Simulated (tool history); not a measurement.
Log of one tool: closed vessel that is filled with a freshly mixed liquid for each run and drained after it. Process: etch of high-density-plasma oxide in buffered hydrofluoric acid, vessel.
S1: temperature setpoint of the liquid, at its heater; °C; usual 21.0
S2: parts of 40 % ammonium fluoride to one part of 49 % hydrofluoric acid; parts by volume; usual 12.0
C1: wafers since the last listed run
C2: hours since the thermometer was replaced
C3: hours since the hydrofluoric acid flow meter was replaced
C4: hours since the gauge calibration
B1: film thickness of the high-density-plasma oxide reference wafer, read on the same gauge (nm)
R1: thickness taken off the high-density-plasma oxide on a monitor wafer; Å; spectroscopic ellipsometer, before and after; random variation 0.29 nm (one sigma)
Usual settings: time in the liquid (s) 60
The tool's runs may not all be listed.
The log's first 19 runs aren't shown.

run 20 hour=911.1 | S1=21.0 S2=12.0 time_in_the_liquid_(s)=40 | C1=6990 C2=2123.5 C3=440.5 C4=403.3 | B1=49.99 | R1=524.0
run 21 hour=949.6 | S1=17.0 S2=14.5 time_in_the_liquid_(s)=30 | C1=5492 C2=2162.0 C3=479.0 C4=441.8 | B1=49.96 | R1=259.6
run 22 hour=997.5 | S1=21.0 S2=12.0 time_in_the_liquid_(s)=60 | C1=6834 C2=2209.9 C3=526.9 C4=489.7 | B1=50.01 | R1=785.1
run 23 hour=1036.9 | S1=21.0 S2=12.0 time_in_the_liquid_(s)=75 | C1=5621 C2=2249.3 C3=566.3 C4=529.1 | B1=50.02 | R1=976.8
-- hour=1077.8 thermometer replaced
run 24 hour=1078.3 | S1=21.0 S2=10.5 time_in_the_liquid_(s)=75 | C1=5763 C2=0.5 C3=607.7 C4=570.5 | B1=50.04 | R1=1122.1
run 25 hour=1103.8 | S1=21.0 S2=12.0 time_in_the_liquid_(s)=60 | C1=3638 C2=26.0 C3=633.2 C4=596.0 | B1=49.99 | R1=789.8
run 26 hour=1135.1 | S1=24.0 S2=10.0 time_in_the_liquid_(s)=60 | C1=4465 C2=57.3 C3=664.5 C4=627.3 | B1=49.99 | R1=1104.3
run 27 hour=1171.4 | S1=21.0 S2=13.5 time_in_the_liquid_(s)=60 | C1=5179 C2=93.6 C3=700.8 C4=663.6 | B1=49.99 | R1=700.2
run 28 hour=1227.2 | S1=23.0 S2=8.0 time_in_the_liquid_(s)=40 | C1=7961 C2=149.4 C3=756.6 C4=719.4 | B1=49.98 | R1=854.8
run 29 hour=1278.9 | S1=21.0 S2=9.5 time_in_the_liquid_(s)=60 | C1=7376 C2=201.1 C3=808.3 C4=771.1 | B1=49.98 | R1=965.8
run 30 hour=1311.5 | S1=17.5 S2=12.0 time_in_the_liquid_(s)=30 | C1=4651 C2=233.7 C3=840.9 C4=803.7 | B1=50.03 | R1=324.3
run 31 hour=1351.9 | S1=25.0 S2=7.5 time_in_the_liquid_(s)=30 | C1=5763 C2=274.1 C3=881.3 C4=844.1 | B1=49.95 | R1=762.4

Forecast each of these 3 alternatives for the next run:
run A hour=1352.6 | S1=21.0 S2=12.0 time_in_the_liquid_(s)=60 | C1=99 C2=274.8 C3=882.0 C4=844.8 | B1=? | R1=?
run B hour=1352.6 | S1=17.0 S2=12.0 time_in_the_liquid_(s)=60 | C1=99 C2=274.8 C3=882.0 C4=844.8 | B1=? | R1=?
run C hour=1352.6 | S1=21.0 S2=8.0 time_in_the_liquid_(s)=90 | C1=99 C2=274.8 C3=882.0 C4=844.8 | B1=? | R1=?

run=A B1=50.01 R1=788.3
run=B B1=50.01 R1=629.1
run=C B1=50.01 R1=1717.9
Without the tool's hidden state the same runs would have given:
run=A R1=777.2
run=B R1=620.3
run=C R1=1691.2
